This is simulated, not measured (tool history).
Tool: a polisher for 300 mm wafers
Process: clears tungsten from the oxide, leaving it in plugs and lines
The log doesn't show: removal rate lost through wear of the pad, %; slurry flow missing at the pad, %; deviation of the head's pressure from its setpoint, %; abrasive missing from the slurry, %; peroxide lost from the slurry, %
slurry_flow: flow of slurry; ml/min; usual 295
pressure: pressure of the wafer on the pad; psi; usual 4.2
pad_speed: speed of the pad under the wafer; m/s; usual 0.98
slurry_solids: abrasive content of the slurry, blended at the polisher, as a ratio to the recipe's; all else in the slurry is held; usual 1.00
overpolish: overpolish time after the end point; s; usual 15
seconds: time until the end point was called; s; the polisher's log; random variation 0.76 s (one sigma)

run	day	slurry_flow	pressure	pad_speed	slurry_solids	overpolish	wafers since the last listed run	wafers polished on this pad	hours since the slurry nozzle was cleaned	hours since the head pressure was calibrated	hours since the slurry blender was calibrated	hours since the slurry got fresh peroxide	incoming thickness of the incoming film, nm	seconds
1	0.000	295	4.2	1.18	1.00	15	0	1809	94.7	591.6	298.6	76.4	328.5	54.2
# day 2.638: slurry blender recalibrated
2	3.392	295	4.2	0.98	1.00	15	785	2595	176.1	673.0	18.1	157.8	328.1	63.3
3	5.425	295	4.2	0.98	1.00	15	482	3077	224.9	721.8	66.9	206.6	327.2	64.3
# day 6.567: worn pad replaced by a new one
4	6.725	295	4.2	0.98	1.00	15	269	37	256.1	753.0	98.1	237.8	331.0	64.4
# day 8.242: slurry tank refilled with fresh slurry and peroxide
5	8.725	295	4.2	0.98	1.20	15	464	502	304.1	801.0	146.1	11.6	325.8	62.1
6	10.092	295	4.2	0.98	1.20	15	324	826	336.9	833.8	178.9	44.4	329.3	62.6
7	11.488	295	3.5	0.98	1.00	10	331	1158	370.4	867.3	212.4	77.9	327.0	77.1
# day 16.404: slurry blender recalibrated
8	17.767	295	4.2	0.98	1.00	15	1470	2628	521.1	1018.0	32.7	228.6	328.5	65.5
# day 18.471: worn pad replaced by a new one
9	19.121	295	4.2	0.98	1.00	15	281	154	553.6	1050.5	65.2	261.1	335.7	66.4
10	20.675	295	4.2	0.98	1.00	15	368	523	590.9	1087.8	102.5	298.4	330.7	64.4
# day 22.583: slurry tank refilled with fresh slurry and peroxide
11	23.562	375	4.2	1.10	1.00	15	675	1199	660.2	1157.1	171.8	23.5	329.2	56.5
12	24.917	295	4.2	0.98	1.25	15	321	1520	692.7	1189.6	204.3	56.0	334.1	63.4
# day 26.762: slurry nozzle cleaned
# day 26.808: head pressure recalibrated
13	27.321	395	5.4	0.98	1.00	15	550	2070	13.4	12.3	262.0	113.7	332.3	50.5
# day 29.675: slurry blender recalibrated
14	30.146	230	4.9	0.98	0.85	15	650	2721	81.2	80.1	11.3	181.5	327.5	58.6
# day 31.325: worn pad replaced by a new one
15	32.929	295	2.7	0.98	1.00	15	621	380	148.0	146.9	78.1	248.3	328.6	100.9
16	34.725	380	4.2	0.72	1.00	15	426	807	191.1	190.0	121.2	291.4	332.1	84.6
# day 36.304: slurry tank refilled with fresh slurry and peroxide
17	37.179	225	5.1	1.22	0.80	15	572	1379	250.0	248.9	180.1	21.0	324.1	45.6
18	39.742	295	4.2	0.98	1.00	15	608	1988	311.5	310.4	241.6	82.5	329.3	66.4
19	42.033	295	5.3	0.98	1.00	9	544	2532	366.5	365.4	296.6	137.5	324.5	52.1
20	43.792	295	4.2	0.98	1.00	15	417	2949	408.7	407.6	338.8	179.7	325.8	64.9
# day 44.821: slurry blender recalibrated
# day 45.212: worn pad replaced by a new one
21	45.417	295	4.2	0.98	1.00	7	326	48	447.7	446.6	14.3	218.7	333.3	65.5
# day 47.538: slurry tank refilled with fresh slurry and peroxide
22	48.125	295	5.7	0.98	1.00	12	633	681	512.7	511.6	79.3	14.1	328.5	47.8
23	50.017	385	3.1	1.28	0.85	15	449	1131	558.1	557.0	124.7	59.5	334.6	70.0
24	52.221	295	4.2	1.12	1.00	10	523	1654	611.0	609.9	177.6	112.4	332.3	57.0
25	54.988	295	4.2	0.98	1.00	15	656	2311	677.4	676.3	244.0	178.8	327.8	64.3
26	57.329	210	3.1	0.82	1.00	7	555	2866	733.6	732.5	300.2	235.0	331.3	110.4
# day 58.571: worn pad replaced by a new one
# day 58.692: slurry blender recalibrated
27	60.204	295	4.2	1.12	1.00	10	623	368	802.6	801.5	36.3	304.0	334.2	57.5

Forecast each of these 3 alternatives for the next run:
A	60.225	295	4.2	0.98	1.00	15	4	373	803.1	802.0	36.8	304.5	329.7	?
B	60.225	295	4.2	1.28	1.00	20	4	373	803.1	802.0	36.8	304.5	329.7	?
C	60.225	360	4.2	0.98	0.90	15	4	373	803.1	802.0	36.8	304.5	329.7	?

run	seconds
A	64.9
B	49.7
C	65.3
Without the tool's hidden state the same runs would have given:
run	seconds
A	64.6
B	49.4
C	65.0
